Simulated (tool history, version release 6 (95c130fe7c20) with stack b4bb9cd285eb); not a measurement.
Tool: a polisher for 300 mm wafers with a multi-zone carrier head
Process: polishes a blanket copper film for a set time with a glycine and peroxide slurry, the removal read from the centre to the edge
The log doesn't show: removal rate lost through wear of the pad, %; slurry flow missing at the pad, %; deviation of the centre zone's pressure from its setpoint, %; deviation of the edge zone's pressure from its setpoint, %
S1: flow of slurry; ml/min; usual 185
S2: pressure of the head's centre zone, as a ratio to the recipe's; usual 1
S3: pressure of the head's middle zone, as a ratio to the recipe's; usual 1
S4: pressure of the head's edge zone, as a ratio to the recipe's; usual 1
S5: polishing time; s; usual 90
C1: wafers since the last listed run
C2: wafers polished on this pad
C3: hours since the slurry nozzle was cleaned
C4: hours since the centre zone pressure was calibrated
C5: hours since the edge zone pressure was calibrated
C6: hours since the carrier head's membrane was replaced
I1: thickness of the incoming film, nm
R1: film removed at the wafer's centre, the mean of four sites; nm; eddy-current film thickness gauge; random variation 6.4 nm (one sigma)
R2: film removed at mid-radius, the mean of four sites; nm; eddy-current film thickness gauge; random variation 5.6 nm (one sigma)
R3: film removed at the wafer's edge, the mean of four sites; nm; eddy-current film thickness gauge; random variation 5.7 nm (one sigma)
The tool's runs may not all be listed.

Run 1, hour 0: usual settings but S3 1.06, S5 110 s; C1 0; C2 650; C3 650.1; C4 180.6; C5 881; C6 925.6; I1 2286.5. Result: R1 482.9 nm, R2 513.4 nm, R3 484.4 nm.
At hour 11.8: worn pad replaced by a new one.
Run 2, hour 16.3: usual settings but S3 1.06, S5 110 s; C1 128; C2 47; C3 666.4; C4 196.9; C5 897.3; C6 941.9; I1 2328.4. Result: R1 540 nm, R2 562.5 nm, R3 513.6 nm.
Run 3, hour 33: usual settings but S3 1.06, S5 110 s; C1 174; C2 221; C3 683.1; C4 213.6; C5 914; C6 958.6; I1 2279.5. Result: R1 529.4 nm, R2 548.3 nm, R3 515.4 nm.
Run 4, hour 46.5: usual settings; C1 140; C2 362; C3 696.6; C4 227.1; C5 927.5; C6 972.1; I1 2282.2. Result: R1 406.9 nm, R2 421.9 nm, R3 405.9 nm.
Run 5, hour 57.9: usual settings; C1 118; C2 481; C3 708; C4 238.5; C5 938.9; C6 983.5; I1 2321.5. Result: R1 411 nm, R2 416 nm, R3 404.9 nm.
Run 6, hour 72.1: usual settings; C1 148; C2 629; C3 722.2; C4 252.7; C5 953.1; C6 997.7; I1 2313.5. Result: R1 398.9 nm, R2 396.4 nm, R3 384.4 nm.
Run 7, hour 85.4: usual settings but S1 160 ml/min; C1 138; C2 768; C3 735.5; C4 266; C5 966.4; C6 1011; I1 2320.9. Result: R1 384.6 nm, R2 382.7 nm, R3 377.7 nm.
At hour 94.8: worn pad replaced by a new one.
Run 8, hour 102.4: usual settings; C1 135; C2 78; C3 752.5; C4 283; C5 983.4; C6 1028; I1 2296.9. Result: R1 429.3 nm, R2 434 nm, R3 424.2 nm.
At hour 104.3: slurry nozzle cleaned.
At hour 115.5: edge zone pressure recalibrated.
Run 9, hour 116: usual settings; C1 110; C2 189; C3 11.7; C4 296.6; C5 0.5; C6 1041.6; I1 2297.9. Result: R1 419.2 nm, R2 416.4 nm, R3 413.7 nm.
Run 10, hour 124.2: usual settings but S2 0.92, S3 1.03; C1 85; C2 275; C3 19.9; C4 304.8; C5 8.7; C6 1049.8; I1 2299.4. Result: R1 389.9 nm, R2 424.2 nm, R3 411.5 nm.
Run 11, hour 139.7: usual settings but S2 0.92, S3 1.03; C1 161; C2 436; C3 35.4; C4 320.3; C5 24.2; C6 1065.3; I1 2287.4. Result: R1 386.3 nm, R2 419.8 nm, R3 396 nm.
At hour 146.1: carrier head's membrane replaced by a new one.
Run 12, hour 146.8: usual settings; C1 21; C2 458; C3 42.5; C4 327.4; C5 31.3; C6 0.7; I1 2312.4. Result: R1 393.1 nm, R2 407.1 nm, R3 397.2 nm.
Run 13, hour 155.8: usual settings but S5 116 s; C1 93; C2 552; C3 51.5; C4 336.4; C5 40.3; C6 9.7; I1 2287.8. Result: R1 502.3 nm, R2 515.9 nm, R3 503.4 nm.
At hour 160.8: worn pad replaced by a new one.
Run 14, hour 163.8: usual settings but S1 125 ml/min, S3 0.94, S4 1.11, S5 67 s; C1 41; C2 30; C3 59.5; C4 344.4; C5 48.3; C6 17.7; I1 2320. Result: R1 306 nm, R2 294.1 nm, R3 316.3 nm.
Run 15, hour 179.5: usual settings; C1 163; C2 194; C3 75.2; C4 360.1; C5 64; C6 33.4; I1 2281.1. Result: R1 425.2 nm, R2 425.9 nm, R3 413.7 nm.
At hour 191.6: centre zone pressure recalibrated.
Run 16, hour 196.8: usual settings but S3 1.07; C1 159; C2 354; C3 92.5; C4 5.2; C5 81.3; C6 50.7; I1 2291.2. Result: R1 410.7 nm, R2 436.2 nm, R3 403 nm.
Run 17, hour 203.5: usual settings but S1 160 ml/min, S3 1.11, S4 1.05; C1 69; C2 424; C3 99.2; C4 11.9; C5 88; C6 57.4; I1 2323.2. Result: R1 404.9 nm, R2 437.1 nm, R3 396 nm.
Run 18, hour 216.6: usual settings; C1 136; C2 560; C3 112.3; C4 25; C5 101.1; C6 70.5; I1 2288.3. Result: R1 383.9 nm, R2 396 nm, R3 388.9 nm.
At hour 231.7: worn pad replaced by a new one.
Run 19, hour 232.2: usual settings but S1 140 ml/min, S2 1.09, S4 1.11; C1 120; C2 5; C3 127.9; C4 40.6; C5 116.7; C6 86.1; I1 2262.3. Result: R1 440.6 nm, R2 422 nm, R3 444 nm.
Run 20, hour 241.8: usual settings; C1 100; C2 105; C3 137.5; C4 50.2; C5 126.3; C6 95.7; I1 2322.7. Result: R1 442 nm, R2 430.4 nm, R3 419.1 nm.
Run 21, hour 255.8: usual settings but S1 245 ml/min, S2 0.92, S4 1.07; C1 146; C2 251; C3 151.5; C4 64.2; C5 140.3; C6 109.7; I1 2295.6. Result: R1 415 nm, R2 441.4 nm, R3 438.2 nm.
Run 22, hour 270.3: usual settings but S2 1.07, S3 0.92, S4 1.05, S5 77 s; C1 151; C2 402; C3 166; C4 78.7; C5 154.8; C6 124.2; I1 2296.4. Result: R1 368.6 nm, R2 329 nm, R3 355.7 nm.

Some steps in R1 between neighbouring runs. How much of each would the tool show without its hidden state too (settings, what came in, random variation), and how much is left for the hidden state, with any gauge scatter that isn't in both results?
Run 1 -> 2: worn pad replaced by a new one. R1 +57.1 nm: hidden state +48.3, all else +8.8.
Run 3 -> 4: S3 1.06 -> 1, S5 110 -> 90. R1 -122.5 nm: hidden state -3.5, all else -119.
Run 13 -> 14: S1 185 -> 125, S3 1 -> 0.94, S4 1 -> 1.11, S5 116 -> 67, worn pad replaced by a new one. R1 -196.3 nm: hidden state +51.9, all else -248.2.

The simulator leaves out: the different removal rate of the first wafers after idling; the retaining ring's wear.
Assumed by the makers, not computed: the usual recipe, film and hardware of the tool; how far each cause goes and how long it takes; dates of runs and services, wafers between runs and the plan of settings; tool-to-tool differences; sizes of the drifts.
